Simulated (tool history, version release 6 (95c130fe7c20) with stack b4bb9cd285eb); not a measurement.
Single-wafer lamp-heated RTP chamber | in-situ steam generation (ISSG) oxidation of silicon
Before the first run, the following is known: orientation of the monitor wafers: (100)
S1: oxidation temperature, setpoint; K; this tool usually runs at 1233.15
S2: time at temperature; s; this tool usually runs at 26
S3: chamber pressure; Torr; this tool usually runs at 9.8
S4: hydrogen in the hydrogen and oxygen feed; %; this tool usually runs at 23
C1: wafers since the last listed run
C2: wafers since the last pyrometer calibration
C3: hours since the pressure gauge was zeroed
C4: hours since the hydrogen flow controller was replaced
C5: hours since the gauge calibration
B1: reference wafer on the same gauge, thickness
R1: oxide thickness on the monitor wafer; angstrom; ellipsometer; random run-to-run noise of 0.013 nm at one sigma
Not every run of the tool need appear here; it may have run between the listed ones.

run	hour	S1	S2	S3	S4	C1	C2	C3	C4	C5	B1	R1
1	0.0	1248.15	26	9.8	23	0	2878	1894.5	3737.7	1754.4	6.099	55.75
2	84.2	1238.15	26	9.8	28	879	3758	1978.7	3821.9	1838.6	6.102	55.90
3	155.2	1238.15	26	9.8	28	741	4500	2049.7	3892.9	1909.6	6.100	56.18
4	232.5	1233.15	26	9.8	23	807	5307	2127.0	3970.2	1986.9	6.097	52.86
5	290.2	1233.15	26	9.8	23	602	5910	2184.7	4027.9	2044.6	6.100	53.04
6	394.9	1233.15	33	8.4	29	1093	7004	2289.4	4132.6	2149.3	6.103	63.94
7	483.4	1233.15	33	9.8	17	924	7928	2377.9	4221.1	2237.8	6.101	56.31
8	541.3	1233.15	26	9.8	23	604	8533	2435.8	4279.0	2295.7	6.099	53.44
# hour 581.9: pyrometer window cleaned and pyrometer calibrated
# hour 649.5: pressure gauge zeroed
9	846.1	1233.15	21	9.8	23	3017	2676	196.6	4583.8	2600.5	6.099	47.97
10	923.2	1250.15	18	9.8	23	805	3482	273.7	4660.9	2677.6	6.101	47.55
11	964.7	1233.15	17	9.0	23	433	3915	315.2	4702.4	2719.1	6.103	44.37
12	1064.0	1233.15	33	9.8	26	1037	4953	414.5	4801.7	2818.4	6.099	60.56
# hour 1076.1: gauge calibrated
13	1142.1	1233.15	26	9.8	23	815	5769	492.6	4879.8	66.0	6.101	53.04
14	1223.5	1233.15	26	8.3	23	850	6619	574.0	4961.2	147.4	6.097	54.17
15	1327.3	1233.15	33	9.8	26	1084	7704	677.8	5065.0	251.2	6.100	61.03
# hour 1371.0: pyrometer window cleaned and pyrometer calibrated
16	1404.0	1233.15	26	9.8	23	717	344	754.5	5141.7	327.9	6.101	52.47
17	1468.9	1233.15	26	9.8	23	678	1022	819.4	5206.6	392.8	6.100	52.41
# hour 1524.5: hydrogen flow controller replaced
18	1530.4	1233.15	26	9.8	23	558	1581	880.9	5.9	454.3	6.098	52.59
19	1571.8	1233.15	26	9.8	23	432	2014	922.3	47.3	495.7	6.102	52.49
20	1619.3	1233.15	26	9.8	23	496	2510	969.8	94.8	543.2	6.098	52.94
21	1704.5	1252.15	21	9.1	15	890	3400	1055.0	180.0	628.4	6.099	47.45
22	1787.4	1218.15	26	9.8	23	866	4266	1137.9	262.9	711.3	6.098	50.36
23	1877.1	1233.15	26	9.8	23	937	5203	1227.6	352.6	801.0	6.096	53.20
24	1945.0	1217.15	26	9.8	26	709	5912	1295.5	420.5	868.9	6.101	51.66
25	2039.4	1215.15	33	10.2	19	986	6899	1389.9	514.9	963.3	6.098	53.27
26	2089.1	1248.15	20	9.2	32	519	7418	1439.6	564.6	1013.0	6.101	54.58
# hour 2130.5: pyrometer window cleaned and pyrometer calibrated
27	2179.8	1239.15	17	8.5	17	863	514	1530.3	655.3	1103.7	6.099	42.46
28	2282.7	1233.15	26	9.8	23	1074	1589	1633.2	758.2	1206.6	6.098	52.46
29	2385.1	1245.15	26	10.2	23	1069	2659	1735.6	860.6	1309.0	6.101	54.58
30	2450.6	1233.15	35	10.2	15	684	3343	1801.1	926.1	1374.5	6.096	55.59

What if the next run were any one of these 5? Each begins from the tool's condition after run 30:
A	2451.1	1233.15	30	9.8	23	5	3349	1801.6	926.6	1375.0	?	?
B	2451.1	1233.15	19	9.8	32	5	3349	1801.6	926.6	1375.0	?	?
C	2451.1	1233.15	26	9.8	32	5	3349	1801.6	926.6	1375.0	?	?
D	2451.1	1221.15	36	8.9	19	5	3349	1801.6	926.6	1375.0	?	?
E	2451.1	1233.15	32	9.2	32	5	3349	1801.6	926.6	1375.0	?	?

run	B1	R1
A	6.102	56.36
B	6.102	49.67
C	6.102	56.69
D	6.102	57.25
E	6.102	63.04
What these runs would have given with no unlogged condition in the tool:
run	R1
A	55.63
B	49.11
C	55.98
D	56.52
E	62.21

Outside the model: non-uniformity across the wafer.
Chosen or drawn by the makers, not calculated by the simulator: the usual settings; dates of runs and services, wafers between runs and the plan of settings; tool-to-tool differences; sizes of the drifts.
